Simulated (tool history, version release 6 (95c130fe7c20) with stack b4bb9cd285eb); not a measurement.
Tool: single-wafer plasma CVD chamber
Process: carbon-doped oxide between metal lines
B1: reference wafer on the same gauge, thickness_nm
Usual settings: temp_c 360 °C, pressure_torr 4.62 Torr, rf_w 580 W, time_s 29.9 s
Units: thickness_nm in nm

Run 1, hour 0: usual settings but pressure_torr 5.27 Torr; B1 182.131. Result: thickness_nm 177.095 nm.
Run 2, hour 23.5: usual settings but pressure_torr 5.27 Torr; B1 182.092. Result: thickness_nm 177.619 nm.
Run 3, hour 51.4: usual settings but pressure_torr 4.23 Torr; B1 182.062. Result: thickness_nm 170.254 nm.
Run 4, hour 73.8: usual settings but pressure_torr 4.23 Torr; B1 182.068. Result: thickness_nm 170.816 nm.
Run 5, hour 106.6: usual settings but pressure_torr 4.23 Torr; B1 182.145. Result: thickness_nm 171.123 nm.
Run 6, hour 120.9: usual settings; B1 181.89. Result: thickness_nm 173.335 nm.
Run 7, hour 145.3: usual settings; B1 181.985. Result: thickness_nm 173.294 nm.
Run 8, hour 174.8: usual settings but temp_c 349 °C; B1 182.008. Result: thickness_nm 179.415 nm.
Run 9, hour 203.1: usual settings; B1 181.841. Result: thickness_nm 172.747 nm.
Run 10, hour 251.7: usual settings; B1 182.041. Result: thickness_nm 174.084 nm.
At hour 267.9: RF generator calibrated.
Run 11, hour 286.5: usual settings; B1 181.939. Result: thickness_nm 173.164 nm.
Run 12, hour 316.8: usual settings; B1 182.084. Result: thickness_nm 173.034 nm.
At hour 336.8: showerhead replaced.
Run 13, hour 337.7: usual settings but pressure_torr 5.75 Torr, rf_w 530 W, time_s 33.5 s; B1 182.038. Result: thickness_nm 189.271 nm.
At hour 360.8: thermocouple changed; heater temperature recalibrated.
At hour 363: gauge calibrated.
Run 14, hour 373.7: usual settings but temp_c 347 °C, rf_w 675 W, time_s 27.1 s; B1 181.905. Result: thickness_nm 180.821 nm.
Run 15, hour 402.3: usual settings but temp_c 367 °C, pressure_torr 3.92 Torr, rf_w 665 W, time_s 35.7 s; B1 182.084. Result: thickness_nm 214.849 nm.
Run 16, hour 435.6: usual settings but temp_c 364 °C, pressure_torr 5.71 Torr, rf_w 670 W, time_s 32.4 s; B1 181.929. Result: thickness_nm 210.509 nm.
At hour 458.3: capacitance manometer re-zeroed and calibrated.
Run 17, hour 464.2: usual settings; B1 182.167. Result: thickness_nm 172.597 nm.
Run 18, hour 495: usual settings but temp_c 350 °C, time_s 25.3 s; B1 181.911. Result: thickness_nm 151.75 nm.
Run 19, hour 520: usual settings but temp_c 352 °C; B1 181.976. Result: thickness_nm 177.325 nm.
Run 20, hour 547.7: usual settings; B1 181.994. Result: thickness_nm 173.524 nm.
Run 21, hour 566.2: usual settings but temp_c 370 °C; B1 182. Result: thickness_nm 167.6 nm.
Run 22, hour 580.9: usual settings but temp_c 350 °C, pressure_torr 4.96 Torr, time_s 25 s; B1 182.065. Result: thickness_nm 151.438 nm.

What the log doesn't show, run by run:
wafer temperature above the value expected at the setpoint (K): 0 in every run
delivered RF power above the setpoint (%): 0 in every run
true pressure above the setpoint (%): 0 in every run
gauge reads high (%): 0 in every run
